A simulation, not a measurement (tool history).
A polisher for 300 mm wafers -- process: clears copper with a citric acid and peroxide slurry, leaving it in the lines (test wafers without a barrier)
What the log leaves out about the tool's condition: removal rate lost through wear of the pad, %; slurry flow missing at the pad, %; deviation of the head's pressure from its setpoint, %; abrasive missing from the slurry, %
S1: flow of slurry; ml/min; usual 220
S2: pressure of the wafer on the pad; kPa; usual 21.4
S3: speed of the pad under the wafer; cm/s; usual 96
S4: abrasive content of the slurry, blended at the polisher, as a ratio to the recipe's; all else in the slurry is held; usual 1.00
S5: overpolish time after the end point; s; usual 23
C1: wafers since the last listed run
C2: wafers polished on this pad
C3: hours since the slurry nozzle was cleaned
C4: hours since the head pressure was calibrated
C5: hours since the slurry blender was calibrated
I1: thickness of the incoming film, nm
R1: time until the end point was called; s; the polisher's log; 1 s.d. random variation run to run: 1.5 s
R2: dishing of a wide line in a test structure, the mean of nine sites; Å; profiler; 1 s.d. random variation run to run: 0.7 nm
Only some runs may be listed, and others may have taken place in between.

| run | hour | S1 | S2 | S3 | S4 | S5 | C1 | C2 | C3 | C4 | C5 | I1 | R1 | R2 |
|---|---|---|---|---|---|---|---|---|---|---|---|---|---|---|
| 1 | 0.0 | 220 | 20.0 | 96 | 1.00 | 23 | 0 | 281 | 379.3 | 637.9 | 262.0 | 234.7 | 111.1 | 334 |
| 2 | 16.1 | 220 | 19.3 | 96 | 1.00 | 23 | 87 | 369 | 395.4 | 654.0 | 278.1 | 235.9 | 116.1 | 324 |
| 3 | 22.3 | 220 | 19.3 | 96 | 1.00 | 23 | 33 | 403 | 401.6 | 660.2 | 284.3 | 232.8 | 116.0 | 330 |
| 4 | 28.3 | 220 | 21.4 | 96 | 1.00 | 23 | 32 | 436 | 407.6 | 666.2 | 290.3 | 235.9 | 107.5 | 359 |
| 5 | 38.5 | 220 | 21.4 | 96 | 1.00 | 23 | 55 | 491 | 417.8 | 676.4 | 300.5 | 234.4 | 104.4 | 350 |
|  | 51.7 | worn pad replaced by a new one |
| 6 | 52.2 | 220 | 21.4 | 96 | 1.00 | 23 | 52 | 2 | 431.5 | 690.1 | 314.2 | 238.9 | 109.9 | 356 |
| 7 | 62.8 | 220 | 21.4 | 96 | 1.00 | 23 | 57 | 60 | 442.1 | 700.7 | 324.8 | 236.5 | 107.2 | 347 |
| 8 | 75.8 | 275 | 21.4 | 96 | 1.00 | 23 | 70 | 131 | 455.1 | 713.7 | 337.8 | 237.6 | 102.9 | 364 |
| 9 | 86.5 | 220 | 21.4 | 96 | 1.00 | 23 | 58 | 190 | 465.8 | 724.4 | 348.5 | 239.0 | 108.1 | 361 |
| 10 | 96.7 | 220 | 26.9 | 96 | 1.00 | 23 | 55 | 245 | 476.0 | 734.6 | 358.7 | 232.8 | 86.8 | 414 |
| 11 | 103.7 | 220 | 26.9 | 96 | 1.00 | 23 | 38 | 283 | 483.0 | 741.6 | 365.7 | 234.9 | 88.8 | 438 |
| 12 | 118.1 | 180 | 21.4 | 96 | 1.00 | 33 | 78 | 362 | 497.4 | 756.0 | 380.1 | 237.6 | 112.2 | 458 |
|  | 135.2 | slurry nozzle cleaned |
|  | 145.2 | slurry blender recalibrated |
| 13 | 148.8 | 220 | 21.4 | 96 | 1.00 | 23 | 151 | 513 | 13.6 | 786.7 | 3.6 | 237.1 | 108.6 | 361 |
|  | 157.3 | head pressure recalibrated |
|  | 169.6 | worn pad replaced by a new one |
| 14 | 197.9 | 150 | 21.4 | 96 | 0.70 | 23 | 235 | 154 | 62.7 | 40.6 | 52.7 | 234.8 | 125.7 | 308 |
| 15 | 210.4 | 220 | 21.4 | 114 | 1.00 | 14 | 68 | 222 | 75.2 | 53.1 | 65.2 | 235.6 | 94.2 | 258 |
| 16 | 220.0 | 220 | 26.9 | 96 | 1.25 | 23 | 52 | 274 | 84.8 | 62.7 | 74.8 | 236.9 | 85.6 | 436 |
| 17 | 232.4 | 220 | 19.3 | 82 | 1.10 | 23 | 67 | 342 | 97.2 | 75.1 | 87.2 | 238.2 | 130.7 | 300 |
| 18 | 247.5 | 245 | 27.6 | 78 | 1.00 | 16 | 82 | 424 | 112.3 | 90.2 | 102.3 | 232.6 | 99.6 | 269 |
| 19 | 254.9 | 250 | 21.4 | 72 | 1.15 | 36 | 40 | 465 | 119.7 | 97.6 | 109.7 | 229.5 | 122.7 | 436 |
|  | 259.9 | worn pad replaced by a new one |
| 20 | 262.4 | 150 | 21.4 | 96 | 0.70 | 23 | 19 | 13 | 127.2 | 105.1 | 117.2 | 231.7 | 121.1 | 308 |
| 21 | 277.0 | 220 | 21.4 | 96 | 1.00 | 23 | 79 | 93 | 141.8 | 119.7 | 131.8 | 235.6 | 107.5 | 347 |
| 22 | 287.1 | 190 | 24.8 | 110 | 1.00 | 12 | 55 | 148 | 151.9 | 129.8 | 141.9 | 232.9 | 84.3 | 244 |
| 23 | 293.7 | 240 | 17.2 | 66 | 0.80 | 23 | 36 | 184 | 158.5 | 136.4 | 148.5 | 230.4 | 176.8 | 225 |

Here are 4 independent what-if runs from the current tool condition. What would each one return?
| A | 294.2 | 250 | 21.4 | 96 | 1.00 | 23 | 2 | 187 | 159.0 | 136.9 | 149.0 | 231.7 | ? | ? |
| B | 294.2 | 220 | 21.4 | 96 | 1.20 | 23 | 2 | 187 | 159.0 | 136.9 | 149.0 | 231.7 | ? | ? |
| C | 294.2 | 240 | 21.4 | 112 | 1.00 | 23 | 2 | 187 | 159.0 | 136.9 | 149.0 | 231.7 | ? | ? |
| D | 294.2 | 220 | 21.4 | 96 | 1.00 | 19 | 2 | 187 | 159.0 | 136.9 | 149.0 | 231.7 | ? | ? |

| run | R1 | R2 |
|---|---|---|
| A | 104.9 | 350 |
| B | 101.5 | 360 |
| C | 92.7 | 388 |
| D | 106.6 | 293 |
Take away the tool's hidden state, keep each run's random variation, and the runs would have read:
| run | R1 | R2 |
|---|---|---|
| A | 104.9 | 350 |
| B | 101.5 | 360 |
| C | 92.7 | 388 |
| D | 106.6 | 293 |
